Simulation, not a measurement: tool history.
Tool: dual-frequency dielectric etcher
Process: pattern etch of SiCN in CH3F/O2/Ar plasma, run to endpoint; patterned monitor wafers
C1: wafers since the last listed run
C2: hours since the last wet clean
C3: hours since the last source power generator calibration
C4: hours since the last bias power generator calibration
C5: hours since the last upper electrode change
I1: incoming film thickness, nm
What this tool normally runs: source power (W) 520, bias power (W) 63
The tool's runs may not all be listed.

run 1 hour=0 | source_power_(W)=620 bias_power_(W)=63 | C1=0 C2=362.4 C3=1465.6 C4=3235.5 C5=5620.6 | I1=10.7 | endpoint_time_(s)=23.2
run 2 hour=17.4 | source_power_(W)=620 bias_power_(W)=63 | C1=168 C2=379.8 C3=1483 C4=3252.9 C5=5638 | I1=10.64 | endpoint_time_(s)=22.9
run 3 hour=33.2 | source_power_(W)=520 bias_power_(W)=63 | C1=153 C2=395.6 C3=1498.8 C4=3268.7 C5=5653.8 | I1=10.63 | endpoint_time_(s)=25.5
run 4 hour=42.9 | source_power_(W)=520 bias_power_(W)=63 | C1=94 C2=405.3 C3=1508.5 C4=3278.4 C5=5663.5 | I1=10.67 | endpoint_time_(s)=25.5
run 5 hour=49.1 | source_power_(W)=520 bias_power_(W)=63 | C1=60 C2=411.5 C3=1514.7 C4=3284.6 C5=5669.7 | I1=10.6 | endpoint_time_(s)=25.4
run 6 hour=64.1 | source_power_(W)=470 bias_power_(W)=53 | C1=145 C2=426.5 C3=1529.7 C4=3299.6 C5=5684.7 | I1=10.66 | endpoint_time_(s)=28.6
run 7 hour=80 | source_power_(W)=470 bias_power_(W)=53 | C1=154 C2=442.4 C3=1545.6 C4=3315.5 C5=5700.6 | I1=10.65 | endpoint_time_(s)=28.6
run 8 hour=94.7 | source_power_(W)=470 bias_power_(W)=53 | C1=142 C2=457.1 C3=1560.3 C4=3330.2 C5=5715.3 | I1=10.62 | endpoint_time_(s)=28.7
-- hour=122.5 bias power generator calibrated
-- hour=123.1 wet clean of the chamber
-- hour=136.9 upper electrode replaced
run 9 hour=137.4 | source_power_(W)=470 bias_power_(W)=63 | C1=235 C2=14.3 C3=1603 C4=14.9 C5=0.5 | I1=10.68 | endpoint_time_(s)=26.4
run 10 hour=137.7 | source_power_(W)=470 bias_power_(W)=63 | C1=2 C2=14.6 C3=1603.3 C4=15.2 C5=0.8 | I1=10.48 | endpoint_time_(s)=26
run 11 hour=139.1 | source_power_(W)=470 bias_power_(W)=63 | C1=13 C2=16 C3=1604.7 C4=16.6 C5=2.2 | I1=10.48 | endpoint_time_(s)=25.9
run 12 hour=148.5 | source_power_(W)=590 bias_power_(W)=58 | C1=91 C2=25.4 C3=1614.1 C4=26 C5=11.6 | I1=10.73 | endpoint_time_(s)=23.8

Expected results for the next run?
-- hour=153.9 source power generator calibrated
run 13 hour=200.6 | source_power_(W)=580 bias_power_(W)=57 | C1=466 C2=77.5 C3=46.7 C4=78.1 C5=63.7 | I1=10.62 | endpoint_time_(s)=?

endpoint time (s): 24
If the tool had no hidden condition, the same run with the same run-to-run variation would have returned endpoint time (s) 23.9.
